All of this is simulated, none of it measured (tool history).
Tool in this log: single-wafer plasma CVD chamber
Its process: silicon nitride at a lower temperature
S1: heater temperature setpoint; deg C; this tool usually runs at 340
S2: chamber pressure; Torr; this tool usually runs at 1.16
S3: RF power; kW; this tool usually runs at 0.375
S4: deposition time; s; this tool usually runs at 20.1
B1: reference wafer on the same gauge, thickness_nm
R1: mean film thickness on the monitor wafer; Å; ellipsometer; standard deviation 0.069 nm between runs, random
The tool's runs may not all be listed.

run,day,S1,S2,S3,S4,B1,R1
1,0,340,1.16,0.375,20.1,27.399,243.66
2,0.538,329,1.16,0.375,22.1,27.4,268.72
3,1.112,329,1.16,0.375,22.1,27.402,268.07
4,2.221,329,1.16,0.375,22.1,27.386,267.45
# day 3.021: RF generator calibrated
5,3.042,340,1.16,0.375,20.1,27.388,255.05
6,3.471,340,1.06,0.305,20.1,27.401,203.27
# day 4.733: showerhead replaced
7,6.579,340,1.38,0.375,20.1,27.415,267
8,7.979,340,1.16,0.375,20.1,27.396,252.79
9,9.658,340,1.16,0.335,20.1,27.398,227.34
10,10.829,340,1.25,0.375,18,27.389,230.47
# day 11.258: thermocouple changed; heater temperature recalibrated
11,12.229,330,1.16,0.375,17.6,27.397,221.13
12,13.638,340,1.16,0.44,20.1,27.404,285.71
13,14.962,340,1.16,0.375,20.1,27.405,250.8
14,16.754,340,1.16,0.325,20.1,27.395,219.47
15,17.729,340,1.16,0.375,20.1,27.386,249.63
# day 18.738: gauge calibrated
16,18.808,340,1.16,0.33,22.7,27.406,251.25
17,20.075,348,1.16,0.375,20.1,27.403,248.55
18,21.129,351,1.31,0.305,23.2,27.414,243.86
19,21.75,334,1.16,0.375,20.1,27.413,249.7
20,22.408,340,1.16,0.375,20.1,27.4,248.32
21,23.312,331,1.16,0.375,21.9,27.406,272.05
22,24.329,340,1.43,0.34,20.1,27.407,240.72
23,25.217,340,1.16,0.375,20.1,27.383,248.66
24,26.1,350,0.87,0.375,20.1,27.396,227.72
25,27.283,346,1.08,0.375,17.6,27.397,211.86
26,28.117,330,1.02,0.355,23.9,27.395,270.76
27,28.979,340,1.16,0.375,20.1,27.415,246.34
28,29.912,340,1.16,0.375,20.1,27.408,247.3

Had the tool no unlogged condition, and each run kept its random variation, what would the results have been?
Hidden conditions of the tool in this case: wafer temperature above the value expected at the setpoint (K); delivered RF power above the setpoint (%); true pressure above the setpoint (%); gauge reads high (%).
run,R1
1,255.21
2,281.71
3,281.28
4,281.1
5,255.96
6,204.17
7,269.22
8,255.37
9,230.22
10,233.6
11,224.53
12,290.36
13,255.45
14,224.1
15,255.02
16,257.12
17,254.52
18,250.2
19,256.12
20,254.87
21,279.48
22,247.59
23,255.91
24,234.81
25,218.49
26,279.44
27,254.41
28,255.62
